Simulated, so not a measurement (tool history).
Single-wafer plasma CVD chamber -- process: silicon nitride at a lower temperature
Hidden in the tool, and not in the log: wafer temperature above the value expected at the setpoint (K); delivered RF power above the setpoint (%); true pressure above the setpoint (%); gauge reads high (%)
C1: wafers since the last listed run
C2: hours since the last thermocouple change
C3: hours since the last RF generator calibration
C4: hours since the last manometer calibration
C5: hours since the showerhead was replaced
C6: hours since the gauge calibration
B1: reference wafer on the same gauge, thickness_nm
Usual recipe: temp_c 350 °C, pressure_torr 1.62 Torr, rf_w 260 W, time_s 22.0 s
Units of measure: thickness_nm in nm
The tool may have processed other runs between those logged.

run 1 day=0.000 | temp_c=350 pressure_torr=1.62 rf_w=260 time_s=22.0 | C1=0 C2=1590.4 C3=2006.9 C4=1441.8 C5=4879.9 C6=366.1 | B1=21.075 | thickness_nm=23.124
run 2 day=0.742 | temp_c=350 pressure_torr=1.62 rf_w=260 time_s=22.0 | C1=466 C2=1608.2 C3=2024.7 C4=1459.6 C5=4897.7 C6=383.9 | B1=21.104 | thickness_nm=23.009
run 3 day=2.200 | temp_c=350 pressure_torr=1.62 rf_w=260 time_s=22.0 | C1=916 C2=1643.2 C3=2059.7 C4=1494.6 C5=4932.7 C6=418.9 | B1=21.109 | thickness_nm=22.820
run 4 day=3.483 | temp_c=350 pressure_torr=1.62 rf_w=260 time_s=22.0 | C1=806 C2=1674.0 C3=2090.5 C4=1525.4 C5=4963.5 C6=449.7 | B1=21.101 | thickness_nm=22.889
run 5 day=4.646 | temp_c=350 pressure_torr=1.62 rf_w=260 time_s=22.0 | C1=730 C2=1701.9 C3=2118.4 C4=1553.3 C5=4991.4 C6=477.6 | B1=21.118 | thickness_nm=23.017
run 6 day=5.158 | temp_c=350 pressure_torr=1.62 rf_w=260 time_s=22.0 | C1=322 C2=1714.2 C3=2130.7 C4=1565.6 C5=5003.7 C6=489.9 | B1=21.096 | thickness_nm=23.215
run 7 day=6.242 | temp_c=350 pressure_torr=1.62 rf_w=260 time_s=22.0 | C1=680 C2=1740.2 C3=2156.7 C4=1591.6 C5=5029.7 C6=515.9 | B1=21.104 | thickness_nm=23.205
run 8 day=6.917 | temp_c=350 pressure_torr=1.62 rf_w=260 time_s=22.0 | C1=424 C2=1756.4 C3=2172.9 C4=1607.8 C5=5045.9 C6=532.1 | B1=21.090 | thickness_nm=22.976
run 9 day=7.925 | temp_c=350 pressure_torr=1.62 rf_w=260 time_s=22.0 | C1=633 C2=1780.6 C3=2197.1 C4=1632.0 C5=5070.1 C6=556.3 | B1=21.113 | thickness_nm=23.050
-- day=8.796 capacitance manometer re-zeroed and calibrated
run 10 day=8.829 | temp_c=350 pressure_torr=1.62 rf_w=290 time_s=22.0 | C1=358 C2=1802.3 C3=2218.8 C4=0.8 C5=5091.8 C6=578.0 | B1=21.099 | thickness_nm=25.426
-- day=9.846 thermocouple changed; heater temperature recalibrated
run 11 day=9.867 | temp_c=350 pressure_torr=1.62 rf_w=260 time_s=22.0 | C1=442 C2=0.5 C3=2243.7 C4=25.7 C5=5116.7 C6=602.9 | B1=21.082 | thickness_nm=23.123
run 12 day=11.238 | temp_c=357 pressure_torr=1.39 rf_w=260 time_s=22.0 | C1=861 C2=33.4 C3=2276.6 C4=58.6 C5=5149.6 C6=635.8 | B1=21.129 | thickness_nm=21.631
-- day=11.862 showerhead replaced
run 13 day=11.892 | temp_c=350 pressure_torr=1.62 rf_w=260 time_s=22.0 | C1=201 C2=49.1 C3=2292.3 C4=74.3 C5=0.7 C6=651.5 | B1=21.099 | thickness_nm=23.108
run 14 day=12.492 | temp_c=350 pressure_torr=1.62 rf_w=260 time_s=22.0 | C1=377 C2=63.5 C3=2306.7 C4=88.7 C5=15.1 C6=665.9 | B1=21.094 | thickness_nm=23.073
run 15 day=13.892 | temp_c=350 pressure_torr=1.43 rf_w=245 time_s=24.4 | C1=879 C2=97.1 C3=2340.3 C4=122.3 C5=48.7 C6=699.5 | B1=21.098 | thickness_nm=22.887
run 16 day=14.550 | temp_c=350 pressure_torr=1.62 rf_w=260 time_s=22.0 | C1=413 C2=112.9 C3=2356.1 C4=138.1 C5=64.5 C6=715.3 | B1=21.129 | thickness_nm=22.920
-- day=15.283 gauge calibrated
run 17 day=16.021 | temp_c=363 pressure_torr=1.62 rf_w=260 time_s=22.0 | C1=924 C2=148.2 C3=2391.4 C4=173.4 C5=99.8 C6=17.7 | B1=21.095 | thickness_nm=22.607
run 18 day=17.058 | temp_c=355 pressure_torr=1.62 rf_w=240 time_s=26.1 | C1=651 C2=173.1 C3=2416.3 C4=198.3 C5=124.7 C6=42.6 | B1=21.107 | thickness_nm=24.901
run 19 day=17.600 | temp_c=361 pressure_torr=1.89 rf_w=260 time_s=20.5 | C1=340 C2=186.1 C3=2429.3 C4=211.3 C5=137.7 C6=55.6 | B1=21.105 | thickness_nm=22.204
run 20 day=18.988 | temp_c=350 pressure_torr=1.84 rf_w=215 time_s=26.4 | C1=871 C2=219.4 C3=2462.6 C4=244.6 C5=171.0 C6=88.9 | B1=21.084 | thickness_nm=23.370
run 21 day=20.479 | temp_c=350 pressure_torr=1.62 rf_w=260 time_s=22.0 | C1=937 C2=255.2 C3=2498.4 C4=280.4 C5=206.8 C6=124.7 | B1=21.084 | thickness_nm=22.743
run 22 day=21.404 | temp_c=363 pressure_torr=1.32 rf_w=260 time_s=22.0 | C1=581 C2=277.4 C3=2520.6 C4=302.6 C5=229.0 C6=146.9 | B1=21.089 | thickness_nm=21.206
-- day=22.508 RF generator calibrated
run 23 day=24.600 | temp_c=350 pressure_torr=1.62 rf_w=260 time_s=22.0 | C1=1798 C2=354.1 C3=50.2 C4=379.3 C5=305.7 C6=223.6 | B1=21.116 | thickness_nm=23.984
run 24 day=25.838 | temp_c=340 pressure_torr=1.62 rf_w=240 time_s=22.0 | C1=777 C2=383.8 C3=79.9 C4=409.0 C5=335.4 C6=253.3 | B1=21.107 | thickness_nm=22.299
run 25 day=26.646 | temp_c=350 pressure_torr=1.62 rf_w=260 time_s=22.0 | C1=507 C2=403.2 C3=99.3 C4=428.4 C5=354.8 C6=272.7 | B1=21.092 | thickness_nm=23.917
run 26 day=31.108 | temp_c=361 pressure_torr=1.62 rf_w=260 time_s=18.0 | C1=2803 C2=510.3 C3=206.4 C4=535.5 C5=461.9 C6=379.8 | B1=21.095 | thickness_nm=19.592
run 27 day=31.842 | temp_c=362 pressure_torr=1.90 rf_w=310 time_s=24.3 | C1=460 C2=527.9 C3=224.0 C4=553.1 C5=479.5 C6=397.4 | B1=21.109 | thickness_nm=32.346
run 28 day=33.117 | temp_c=350 pressure_torr=1.62 rf_w=245 time_s=22.0 | C1=801 C2=558.5 C3=254.6 C4=583.7 C5=510.1 C6=428.0 | B1=21.103 | thickness_nm=22.848
run 29 day=34.112 | temp_c=361 pressure_torr=1.62 rf_w=260 time_s=23.6 | C1=625 C2=582.4 C3=278.5 C4=607.6 C5=534.0 C6=451.9 | B1=21.109 | thickness_nm=25.887
run 30 day=35.512 | temp_c=350 pressure_torr=1.62 rf_w=260 time_s=22.0 | C1=879 C2=616.0 C3=312.1 C4=641.2 C5=567.6 C6=485.5 | B1=21.115 | thickness_nm=24.356

A few steps of thickness_nm between consecutive runs. Split each: what settings, incoming material and random variation would produce without the hidden state, and what is left over for the hidden state, along with gauge scatter present in only one of the two compared results (measured, and without hidden state):
Run 17 -> 18: temp_c 363 -> 355, rf_w 260 -> 240, time_s 22.0 -> 26.1. thickness_nm +2.294 nm: hidden state -0.222, all else +2.516.
Run 18 -> 19: temp_c 355 -> 361, pressure_torr 1.62 -> 1.89, rf_w 240 -> 260, time_s 26.1 -> 20.5. thickness_nm -2.697 nm: hidden state +0.209, all else -2.906.
Run 22 -> 23: temp_c 363 -> 350, pressure_torr 1.32 -> 1.62, RF generator calibrated. thickness_nm +2.778 nm: hidden state +1.305, all else +1.473.
Run 25 -> 26: temp_c 350 -> 361, time_s 22.0 -> 18.0. thickness_nm -4.325 nm: hidden state +0.001, all else -4.326.
Run 26 -> 27: temp_c 361 -> 362, pressure_torr 1.62 -> 1.90, rf_w 260 -> 310, time_s 18.0 -> 24.3. thickness_nm +12.754 nm: hidden state -0.021, all else +12.775.
Run 27 -> 28: temp_c 362 -> 350, pressure_torr 1.90 -> 1.62, rf_w 310 -> 245, time_s 24.3 -> 22.0. thickness_nm -9.498 nm: hidden state +0.012, all else -9.510.
